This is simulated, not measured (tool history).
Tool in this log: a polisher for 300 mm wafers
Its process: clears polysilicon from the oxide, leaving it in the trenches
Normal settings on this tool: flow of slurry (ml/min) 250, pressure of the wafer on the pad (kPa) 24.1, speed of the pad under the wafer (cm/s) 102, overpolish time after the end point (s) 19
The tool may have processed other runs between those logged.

| run | hour | flow of slurry (ml/min) | pressure of the wafer on the pad (kPa) | speed of the pad under the wafer (cm/s) | overpolish time after the end point (s) | incoming thickness of the incoming film, nm | time until the end point was called (s) |
|---|---|---|---|---|---|---|---|
| 1 | 0 | 250 | 24.1 | 102 | 19 | 625.8 | 32.2 |
| 2 | 35.6 | 250 | 24.1 | 102 | 19 | 638.6 | 33.7 |
| 3 | 135.4 | 250 | 28.3 | 102 | 19 | 632.4 | 30.2 |
| 4 | 198.4 | 250 | 28.3 | 102 | 19 | 641 | 31.6 |
|  | 221.9 | worn pad replaced by a new one, of another model than before |
| 5 | 233.6 | 270 | 24.1 | 102 | 16 | 635.1 | 32.5 |
| 6 | 267.6 | 270 | 24.1 | 102 | 16 | 632.6 | 33.8 |
| 7 | 289 | 250 | 24.1 | 102 | 19 | 632.7 | 33.7 |
| 8 | 312.1 | 250 | 24.1 | 118 | 27 | 628 | 29.7 |
| 9 | 342.1 | 250 | 24.1 | 118 | 27 | 633.9 | 30.8 |
| 10 | 365.8 | 250 | 24.1 | 126 | 19 | 631.2 | 28.9 |
| 11 | 389.5 | 250 | 24.1 | 126 | 19 | 633.6 | 29.9 |
| 12 | 419.2 | 250 | 24.1 | 102 | 27 | 641.6 | 35.9 |
| 13 | 435.6 | 250 | 24.1 | 102 | 27 | 641.8 | 35.9 |
|  | 442.3 | worn pad replaced by a new one |
| 14 | 454.9 | 250 | 32.4 | 102 | 19 | 634.2 | 27 |
| 15 | 476.3 | 250 | 27.6 | 102 | 30 | 626.3 | 29.9 |
| 16 | 494.3 | 305 | 32.4 | 102 | 19 | 634.1 | 27.1 |
|  | 529 | slurry nozzle cleaned |
| 17 | 556.9 | 250 | 24.1 | 88 | 19 | 624.2 | 37 |
| 18 | 579.2 | 250 | 24.1 | 102 | 19 | 634.2 | 35.1 |
| 19 | 602.4 | 250 | 24.1 | 130 | 24 | 619.6 | 28.5 |
|  | 619.9 | head pressure recalibrated |
| 20 | 629.6 | 175 | 21.4 | 102 | 19 | 621.2 | 37.9 |
| 21 | 651.2 | 250 | 18.6 | 130 | 19 | 630.5 | 33.7 |
| 22 | 664.5 | 250 | 24.1 | 134 | 19 | 636.3 | 28.8 |
| 23 | 681 | 250 | 24.1 | 102 | 19 | 626.6 | 35.7 |
|  | 705.4 | worn pad replaced by a new one |
| 24 | 705.9 | 180 | 26.9 | 102 | 19 | 629.1 | 32.3 |
| 25 | 724.2 | 290 | 24.1 | 116 | 24 | 618.3 | 29.4 |
| 26 | 751 | 285 | 24.1 | 102 | 19 | 635.4 | 33.7 |
| 27 | 786.3 | 270 | 24.1 | 102 | 16 | 623.1 | 33.4 |
| 28 | 814.8 | 285 | 24.1 | 102 | 27 | 631.8 | 33.3 |
| 29 | 849.6 | 325 | 24.1 | 102 | 24 | 626.4 | 33.5 |
| 30 | 867.9 | 250 | 30.3 | 82 | 19 | 639.9 | 35 |
| 31 | 880.3 | 250 | 24.1 | 102 | 9 | 629.1 | 34.9 |
| 32 | 898.4 | 250 | 24.1 | 138 | 9 | 623.1 | 27.4 |
| 33 | 917.5 | 250 | 24.1 | 102 | 19 | 629.1 | 34.8 |
|  | 922.4 | worn pad replaced by a new one |
| 34 | 950.8 | 310 | 31 | 130 | 26 | 630 | 22.2 |
| 35 | 973.6 | 250 | 24.1 | 102 | 19 | 634.8 | 32.7 |

Here are 4 independent what-if runs from the current tool condition. What would each one return?
| A | 974 | 275 | 24.1 | 102 | 19 | 639.1 | ? |
| B | 974 | 185 | 19.3 | 102 | 19 | 639.1 | ? |
| C | 974 | 295 | 24.1 | 102 | 19 | 639.1 | ? |
| D | 974 | 335 | 20.7 | 88 | 19 | 639.1 | ? |

| run | time until the end point was called (s) |
|---|---|
| A | 32.6 |
| B | 39.1 |
| C | 32.4 |
| D | 39.2 |
The same runs, with their run-to-run variation unchanged, on a tool lacking any hidden condition would have given:
| run | time until the end point was called (s) |
|---|---|
| A | 31.9 |
| B | 38.3 |
| C | 31.7 |
| D | 38.3 |
